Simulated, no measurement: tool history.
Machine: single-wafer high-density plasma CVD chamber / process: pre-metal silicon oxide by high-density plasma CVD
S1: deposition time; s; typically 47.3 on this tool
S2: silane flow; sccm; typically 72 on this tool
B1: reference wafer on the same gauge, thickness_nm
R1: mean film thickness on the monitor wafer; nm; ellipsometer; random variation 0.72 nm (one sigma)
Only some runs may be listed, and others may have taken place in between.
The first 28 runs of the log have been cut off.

Run 29, hour 412.8: usual settings but S1 50.4 s, S2 82 sccm; B1 379.403. Result: R1 404.815 nm.
Run 30, hour 425.5: usual settings but S1 40.1 s, S2 81 sccm; B1 379.094. Result: R1 318.024 nm.
Run 31, hour 442.7: usual settings but S1 54.8 s, S2 85 sccm; B1 379.202. Result: R1 455.694 nm.
At hour 459.7: silane flow controller replaced.
Run 32, hour 460.2: usual settings but S1 43.6 s, S2 66 sccm; B1 378.862. Result: R1 268.153 nm.
Run 33, hour 472.7: usual settings but S1 49.7 s, S2 61 sccm; B1 378.953. Result: R1 283.753 nm.
At hour 480.1: gauge calibrated.
Run 34, hour 486.5: usual settings but S1 49.8 s, S2 79 sccm; B1 379.182. Result: R1 368.789 nm.
Run 35, hour 504.2: usual settings but S1 54.1 s; B1 379.155. Result: R1 365.208 nm.
Run 36, hour 511.5: usual settings; B1 379.012. Result: R1 318.839 nm.
Run 37, hour 523.7: usual settings but S2 86 sccm; B1 379.142. Result: R1 381.520 nm.
Run 38, hour 552.8: usual settings; B1 379.040. Result: R1 319.313 nm.
Run 39, hour 562.3: usual settings but S1 41.8 s, S2 65 sccm; B1 378.701. Result: R1 253.613 nm.
Run 40, hour 569.3: usual settings but S1 43.2 s; B1 378.942. Result: R1 290.975 nm.
Run 41, hour 581.3: usual settings but S1 40.6 s, S2 63 sccm; B1 378.723. Result: R1 238.337 nm.
Run 42, hour 592.8: usual settings but S1 39.7 s; B1 379.147. Result: R1 266.841 nm.
Run 43, hour 610.7: usual settings but S1 53.4 s, S2 86 sccm; B1 379.083. Result: R1 428.717 nm.
Run 44, hour 622.5: usual settings but S1 49.9 s, S2 81 sccm; B1 379.008. Result: R1 378.524 nm.
Run 45, hour 633.4: usual settings but S1 43.1 s, S2 65 sccm; B1 378.533. Result: R1 261.682 nm.

Consider 5 possible next runs. They are alternatives, not a sequence: every one starts from the tool as it was left by run 45. What does each give?
Run A, hour 633.8: usual settings but S1 40.4 s; B1 ?. Result: R1 ?.
Run B, hour 633.8: usual settings but S1 39.4 s, S2 60 sccm; B1 ?. Result: R1 ?.
Run C, hour 633.8: usual settings but S1 42.8 s, S2 60 sccm; B1 ?. Result: R1 ?.
Run D, hour 633.8: usual settings but S1 52.0 s; B1 ?. Result: R1 ?.
Run E, hour 633.8: usual settings but S1 53.5 s, S2 64 sccm; B1 ?. Result: R1 ?.

run       B1       R1
  A  378.533  272.366
  B  378.533  221.354
  C  378.533  240.455
  D  378.533  350.571
  E  378.533  320.607
With the hidden condition removed and each run's random variation left untouched, the same runs would have given:
run       R1
  A  271.808
  B  220.900
  C  239.962
  D  349.852
  E  319.950
